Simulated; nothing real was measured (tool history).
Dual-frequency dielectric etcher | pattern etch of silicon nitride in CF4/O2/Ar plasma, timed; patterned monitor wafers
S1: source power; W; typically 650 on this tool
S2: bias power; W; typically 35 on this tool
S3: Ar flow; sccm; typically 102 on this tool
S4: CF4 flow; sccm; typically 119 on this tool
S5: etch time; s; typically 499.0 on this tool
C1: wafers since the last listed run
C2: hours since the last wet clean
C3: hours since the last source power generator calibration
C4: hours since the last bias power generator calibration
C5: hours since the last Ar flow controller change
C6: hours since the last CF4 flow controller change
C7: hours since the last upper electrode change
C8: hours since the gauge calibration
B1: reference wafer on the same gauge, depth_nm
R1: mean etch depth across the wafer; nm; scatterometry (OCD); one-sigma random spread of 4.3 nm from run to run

{"run": 1, "hour": 0.0, "S1": 650, "S2": 35, "S3": 102, "S4": 119, "S5": 499.0, "C1": 0, "C2": 226.9, "C3": 3371.0, "C4": 2582.8, "C5": 2051.6, "C6": 3775.2, "C7": 3807.6, "C8": 1229.2, "B1": 1072.5, "R1": 1063.2}
{"run": 2, "hour": 54.2, "S1": 650, "S2": 35, "S3": 102, "S4": 119, "S5": 499.0, "C1": 155, "C2": 281.1, "C3": 3425.2, "C4": 2637.0, "C5": 2105.8, "C6": 3829.4, "C7": 3861.8, "C8": 1283.4, "B1": 1070.3, "R1": 1060.7}
{"run": 3, "hour": 99.1, "S1": 760, "S2": 35, "S3": 102, "S4": 119, "S5": 499.0, "C1": 128, "C2": 326.0, "C3": 3470.1, "C4": 2681.9, "C5": 2150.7, "C6": 3874.3, "C7": 3906.7, "C8": 1328.3, "B1": 1069.3, "R1": 1258.5}
{"run": 4, "hour": 132.9, "S1": 760, "S2": 35, "S3": 102, "S4": 119, "S5": 499.0, "C1": 97, "C2": 359.8, "C3": 3503.9, "C4": 2715.7, "C5": 2184.5, "C6": 3908.1, "C7": 3940.5, "C8": 1362.1, "B1": 1071.6, "R1": 1243.5}
{"hour": 167.4, "done": "gauge calibrated"}
{"run": 5, "hour": 189.4, "S1": 760, "S2": 35, "S3": 102, "S4": 119, "S5": 499.0, "C1": 162, "C2": 416.3, "C3": 3560.4, "C4": 2772.2, "C5": 2241.0, "C6": 3964.6, "C7": 3997.0, "C8": 22.0, "B1": 1069.2, "R1": 1252.8}
{"hour": 232.3, "done": "wet clean of the chamber"}
{"run": 6, "hour": 248.1, "S1": 650, "S2": 35, "S3": 102, "S4": 119, "S5": 499.0, "C1": 99, "C2": 15.8, "C3": 3619.1, "C4": 2830.9, "C5": 2299.7, "C6": 4023.3, "C7": 4055.7, "C8": 80.7, "B1": 1071.4, "R1": 1067.1}
{"run": 7, "hour": 309.7, "S1": 650, "S2": 35, "S3": 102, "S4": 119, "S5": 499.0, "C1": 176, "C2": 77.4, "C3": 3680.7, "C4": 2892.5, "C5": 2361.3, "C6": 4084.9, "C7": 4117.3, "C8": 142.3, "B1": 1069.6, "R1": 1063.7}
{"hour": 334.6, "done": "Ar flow controller replaced"}
{"run": 8, "hour": 348.5, "S1": 650, "S2": 42, "S3": 102, "S4": 100, "S5": 499.0, "C1": 94, "C2": 116.2, "C3": 3719.5, "C4": 2931.3, "C5": 13.9, "C6": 4123.7, "C7": 4156.1, "C8": 181.1, "B1": 1070.5, "R1": 1096.6}
{"hour": 374.6, "done": "upper electrode replaced"}
{"run": 9, "hour": 384.6, "S1": 650, "S2": 35, "S3": 102, "S4": 119, "S5": 499.0, "C1": 34, "C2": 152.3, "C3": 3755.6, "C4": 2967.4, "C5": 50.0, "C6": 4159.8, "C7": 10.0, "C8": 217.2, "B1": 1067.3, "R1": 1060.7}
{"hour": 395.7, "done": "source power generator calibrated"}
{"hour": 408.2, "done": "bias power generator calibrated"}
{"run": 10, "hour": 408.9, "S1": 650, "S2": 42, "S3": 102, "S4": 119, "S5": 499.0, "C1": 46, "C2": 176.6, "C3": 13.2, "C4": 0.7, "C5": 74.3, "C6": 4184.1, "C7": 34.3, "C8": 241.5, "B1": 1069.3, "R1": 1118.4}
{"run": 11, "hour": 469.6, "S1": 650, "S2": 35, "S3": 102, "S4": 119, "S5": 499.0, "C1": 174, "C2": 237.3, "C3": 73.9, "C4": 61.4, "C5": 135.0, "C6": 4244.8, "C7": 95.0, "C8": 302.2, "B1": 1071.0, "R1": 1059.1}
{"run": 12, "hour": 505.4, "S1": 650, "S2": 28, "S3": 94, "S4": 96, "S5": 499.0, "C1": 102, "C2": 273.1, "C3": 109.7, "C4": 97.2, "C5": 170.8, "C6": 4280.6, "C7": 130.8, "C8": 338.0, "B1": 1070.6, "R1": 990.6}
{"run": 13, "hour": 530.7, "S1": 650, "S2": 35, "S3": 102, "S4": 119, "S5": 499.0, "C1": 72, "C2": 298.4, "C3": 135.0, "C4": 122.5, "C5": 196.1, "C6": 4305.9, "C7": 156.1, "C8": 363.3, "B1": 1068.9, "R1": 1054.0}
{"hour": 554.1, "done": "CF4 flow controller replaced"}
{"run": 14, "hour": 589.5, "S1": 650, "S2": 35, "S3": 102, "S4": 119, "S5": 626.0, "C1": 151, "C2": 357.2, "C3": 193.8, "C4": 181.3, "C5": 254.9, "C6": 35.4, "C7": 214.9, "C8": 422.1, "B1": 1068.2, "R1": 1327.9}
{"hour": 649.2, "done": "wet clean of the chamber"}
{"run": 15, "hour": 649.7, "S1": 650, "S2": 35, "S3": 102, "S4": 119, "S5": 499.0, "C1": 103, "C2": 0.5, "C3": 254.0, "C4": 241.5, "C5": 315.1, "C6": 95.6, "C7": 275.1, "C8": 482.3, "B1": 1071.1, "R1": 1062.8}
{"run": 16, "hour": 695.8, "S1": 570, "S2": 35, "S3": 102, "S4": 111, "S5": 499.0, "C1": 132, "C2": 46.6, "C3": 300.1, "C4": 287.6, "C5": 361.2, "C6": 141.7, "C7": 321.2, "C8": 528.4, "B1": 1070.6, "R1": 920.5}
{"run": 17, "hour": 752.0, "S1": 760, "S2": 28, "S3": 102, "S4": 106, "S5": 499.0, "C1": 161, "C2": 102.8, "C3": 356.3, "C4": 343.8, "C5": 417.4, "C6": 197.9, "C7": 377.4, "C8": 584.6, "B1": 1072.6, "R1": 1167.0}
{"run": 18, "hour": 814.9, "S1": 510, "S2": 35, "S3": 102, "S4": 142, "S5": 629.0, "C1": 180, "C2": 165.7, "C3": 419.2, "C4": 406.7, "C5": 480.3, "C6": 260.8, "C7": 440.3, "C8": 647.5, "B1": 1069.4, "R1": 1048.8}
{"run": 19, "hour": 883.1, "S1": 650, "S2": 35, "S3": 102, "S4": 128, "S5": 603.5, "C1": 195, "C2": 233.9, "C3": 487.4, "C4": 474.9, "C5": 548.5, "C6": 329.0, "C7": 508.5, "C8": 715.7, "B1": 1070.8, "R1": 1298.9}
{"run": 20, "hour": 932.9, "S1": 500, "S2": 38, "S3": 102, "S4": 119, "S5": 378.0, "C1": 143, "C2": 283.7, "C3": 537.2, "C4": 524.7, "C5": 598.3, "C6": 378.8, "C7": 558.3, "C8": 765.5, "B1": 1070.2, "R1": 611.2}
{"run": 21, "hour": 979.8, "S1": 650, "S2": 35, "S3": 102, "S4": 119, "S5": 499.0, "C1": 134, "C2": 330.6, "C3": 584.1, "C4": 571.6, "C5": 645.2, "C6": 425.7, "C7": 605.2, "C8": 812.4, "B1": 1072.4, "R1": 1064.1}

Consider 4 possible next runs. They are alternatives, not a sequence: every one starts from the tool as it was left by run 21. What does each give?
{"run": "A", "hour": 980.4, "S1": 520, "S2": 35, "S3": 102, "S4": 119, "S5": 499.0, "C1": 1, "C2": 331.2, "C3": 584.7, "C4": 572.2, "C5": 645.8, "C6": 426.3, "C7": 605.8, "C8": 813.0, "B1": "?", "R1": "?"}
{"run": "B", "hour": 980.4, "S1": 720, "S2": 35, "S3": 118, "S4": 106, "S5": 363.0, "C1": 1, "C2": 331.2, "C3": 584.7, "C4": 572.2, "C5": 645.8, "C6": 426.3, "C7": 605.8, "C8": 813.0, "B1": "?", "R1": "?"}
{"run": "C", "hour": 980.4, "S1": 650, "S2": 39, "S3": 102, "S4": 119, "S5": 499.0, "C1": 1, "C2": 331.2, "C3": 584.7, "C4": 572.2, "C5": 645.8, "C6": 426.3, "C7": 605.8, "C8": 813.0, "B1": "?", "R1": "?"}
{"run": "D", "hour": 980.4, "S1": 720, "S2": 35, "S3": 117, "S4": 138, "S5": 499.0, "C1": 1, "C2": 331.2, "C3": 584.7, "C4": 572.2, "C5": 645.8, "C6": 426.3, "C7": 605.8, "C8": 813.0, "B1": "?", "R1": "?"}

run=A B1=1068.7 R1=829.3
run=B B1=1068.7 R1=820.1
run=C B1=1068.7 R1=1090.7
run=D B1=1068.7 R1=1170.4
The same runs, with their run-to-run variation unchanged, on a tool lacking any hidden condition would have given:
run=A R1=829.3
run=B R1=820.1
run=C R1=1090.7
run=D R1=1170.4

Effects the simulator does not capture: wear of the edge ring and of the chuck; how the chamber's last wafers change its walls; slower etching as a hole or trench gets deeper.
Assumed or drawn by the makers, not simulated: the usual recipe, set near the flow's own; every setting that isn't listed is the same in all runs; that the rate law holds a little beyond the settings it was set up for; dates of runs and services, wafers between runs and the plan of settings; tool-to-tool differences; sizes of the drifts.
